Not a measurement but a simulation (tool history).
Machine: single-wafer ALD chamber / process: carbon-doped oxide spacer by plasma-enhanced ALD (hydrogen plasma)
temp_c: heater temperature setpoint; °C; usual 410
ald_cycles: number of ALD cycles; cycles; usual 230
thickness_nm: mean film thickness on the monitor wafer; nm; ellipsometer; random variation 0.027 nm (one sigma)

| run | hour | temp_c | ald_cycles | read-back reference wafer on the same gauge, thickness_nm | thickness_nm |
|---|---|---|---|---|---|
| 1 | 0 | 421 | 258 | 10.297 | 11.66 |
| 2 | 15 | 421 | 258 | 10.29 | 11.664 |
| 3 | 30.8 | 410 | 230 | 10.301 | 10.801 |
| 4 | 39.3 | 410 | 230 | 10.297 | 10.814 |
| 5 | 53.7 | 410 | 230 | 10.303 | 10.763 |
| 6 | 69.4 | 410 | 230 | 10.305 | 10.772 |
| 7 | 79.8 | 414 | 230 | 10.291 | 10.707 |
| 8 | 87.7 | 406 | 245 | 10.297 | 11.658 |
| 9 | 94.4 | 410 | 230 | 10.303 | 10.838 |
| 10 | 101.6 | 410 | 230 | 10.308 | 10.813 |
| 11 | 118.9 | 410 | 230 | 10.291 | 10.863 |
| 12 | 136.5 | 410 | 230 | 10.299 | 10.845 |
| 13 | 154 | 410 | 230 | 10.301 | 10.8 |
| 14 | 171.3 | 410 | 230 | 10.298 | 10.814 |
| 15 | 184.7 | 410 | 230 | 10.293 | 10.832 |
| 16 | 192.2 | 410 | 250 | 10.3 | 11.774 |
| 17 | 199.8 | 401 | 258 | 10.304 | 12.518 |
| 18 | 211.4 | 398 | 230 | 10.303 | 11.141 |
| 19 | 261.8 | 402 | 246 | 10.303 | 11.891 |
| 20 | 280.3 | 421 | 186 | 10.295 | 8.422 |
| 21 | 319.2 | 414 | 230 | 10.309 | 10.626 |
| 22 | 328.4 | 420 | 263 | 10.299 | 11.966 |
| 23 | 341.6 | 395 | 211 | 10.299 | 10.257 |
| 24 | 352.8 | 416 | 216 | 10.294 | 9.928 |
| 25 | 359.6 | 404 | 274 | 10.289 | 13.174 |
| 26 | 372 | 410 | 230 | 10.3 | 10.794 |
| 27 | 389.2 | 419 | 215 | 10.3 | 9.819 |
| 28 | 407.1 | 401 | 251 | 10.295 | 12.141 |
| 29 | 424.2 | 417 | 273 | 10.294 | 12.527 |

Missing from the log above: 2 entries noted between runs. For each, name the pair of listed runs it sits between and say how the tool's hidden condition differs from the listed run just before to the listed run just after:
Between runs 11 and 12: thermocouple changed; heater temperature recalibrated (hour 133.7)
  nothing in the hidden state changes from one run to the other
Between runs 18 and 19: gauge calibrated (hour 236.2)
  nothing in the hidden state changes from one run to the other
